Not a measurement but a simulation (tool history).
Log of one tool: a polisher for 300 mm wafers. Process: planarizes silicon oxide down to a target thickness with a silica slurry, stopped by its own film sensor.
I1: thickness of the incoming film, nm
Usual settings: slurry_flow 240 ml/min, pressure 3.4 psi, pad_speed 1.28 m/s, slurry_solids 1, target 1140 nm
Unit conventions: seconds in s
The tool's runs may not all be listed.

Run 1, hour 0: usual settings; I1 1318.9. Result: seconds 51.9 s.
Run 2, hour 14.7: usual settings; I1 1314.7. Result: seconds 51.1 s.
At hour 25.3: worn pad replaced by a new one.
Run 3, hour 32.3: usual settings but pressure 2.6 psi; I1 1314.5. Result: seconds 67.3 s.
Run 4, hour 54.1: usual settings but slurry_flow 180 ml/min, pressure 3 psi, target 1110 nm; I1 1296.1. Result: seconds 63.2 s.
At hour 72.1: head pressure recalibrated.
Run 5, hour 72.6: usual settings; I1 1324.6. Result: seconds 58 s.
At hour 90.4: slurry nozzle cleaned.
Run 6, hour 96.8: usual settings but slurry_flow 260 ml/min; I1 1306.1. Result: seconds 51.1 s.
Run 7, hour 118.2: usual settings but pressure 3.8 psi, pad_speed 1.4 m/s; I1 1304.1. Result: seconds 43.8 s.
Run 8, hour 153.9: usual settings; I1 1308.8. Result: seconds 52.6 s.
Run 9, hour 167.4: usual settings; I1 1322.3. Result: seconds 58.1 s.
Run 10, hour 184.4: usual settings but pressure 2.7 psi, pad_speed 1.44 m/s, target 1106 nm; I1 1331.3. Result: seconds 83.9 s.
Run 11, hour 201: usual settings but slurry_flow 215 ml/min, pad_speed 1.62 m/s, slurry_solids 1.2, target 1078 nm; I1 1322. Result: seconds 62.3 s.
At hour 265.5: worn pad replaced by a new one.
Run 12, hour 266: usual settings but slurry_solids 1.1; I1 1326. Result: seconds 54.5 s.
Run 13, hour 280.7: usual settings but slurry_flow 175 ml/min, pressure 3.9 psi, pad_speed 1 m/s, slurry_solids 0.9; I1 1314.6. Result: seconds 58.5 s.
Run 14, hour 312.6: usual settings; I1 1331.9. Result: seconds 59.7 s.
Run 15, hour 329.8: usual settings but slurry_flow 295 ml/min; I1 1297.7. Result: seconds 46.2 s.
At hour 337.9: conditioning disc replaced and pad reconditioned.
Run 16, hour 342.7: usual settings but pad_speed 1.62 m/s, target 1202 nm; I1 1323.6. Result: seconds 32.9 s.
At hour 358.3: slurry blender recalibrated.
Run 17, hour 358.8: usual settings; I1 1292.9. Result: seconds 46.6 s.
Run 18, hour 393.1: usual settings but target 1183 nm; I1 1307.4. Result: seconds 38.4 s.
Run 19, hour 415.6: usual settings; I1 1330.9. Result: seconds 58 s.
At hour 433.7: slurry nozzle cleaned.
Run 20, hour 441.2: usual settings but pressure 4.5 psi; I1 1326.6. Result: seconds 41.8 s.
Run 21, hour 465.4: usual settings but pad_speed 1.44 m/s, target 1193 nm; I1 1317.2. Result: seconds 35 s.
At hour 479.7: worn pad replaced by a new one.
Run 22, hour 495.7: usual settings but slurry_flow 290 ml/min, pad_speed 0.9 m/s, target 1159 nm; I1 1315.7. Result: seconds 53.8 s.
Run 23, hour 515.3: usual settings; I1 1314.7. Result: seconds 53.5 s.
Run 24, hour 546: usual settings but pressure 2.3 psi, pad_speed 1.48 m/s; I1 1335. Result: seconds 81.4 s.
Run 25, hour 568.3: usual settings; I1 1320.3. Result: seconds 54 s.

Consider 4 possible next runs. They are alternatives, not a sequence: every one starts from the tool as it was left by run 25. What does each give?
Run A, hour 568.7: usual settings but pad_speed 0.86 m/s; I1 1328.8. Result: seconds ?.
Run B, hour 568.7: usual settings but pressure 4.6 psi; I1 1328.8. Result: seconds ?.
Run C, hour 568.7: usual settings but slurry_flow 170 ml/min, target 1112 nm; I1 1328.8. Result: seconds ?.
Run D, hour 568.7: usual settings but pressure 2.4 psi, slurry_solids 0.85; I1 1328.8. Result: seconds ?.

run  seconds
  A     68.5
  B     42.5
  C     69.5
  D     88.8
What these runs would have given with no unlogged condition in the tool:
run  seconds
  A     72.9
  B     45.2
  C       74
  D     94.5

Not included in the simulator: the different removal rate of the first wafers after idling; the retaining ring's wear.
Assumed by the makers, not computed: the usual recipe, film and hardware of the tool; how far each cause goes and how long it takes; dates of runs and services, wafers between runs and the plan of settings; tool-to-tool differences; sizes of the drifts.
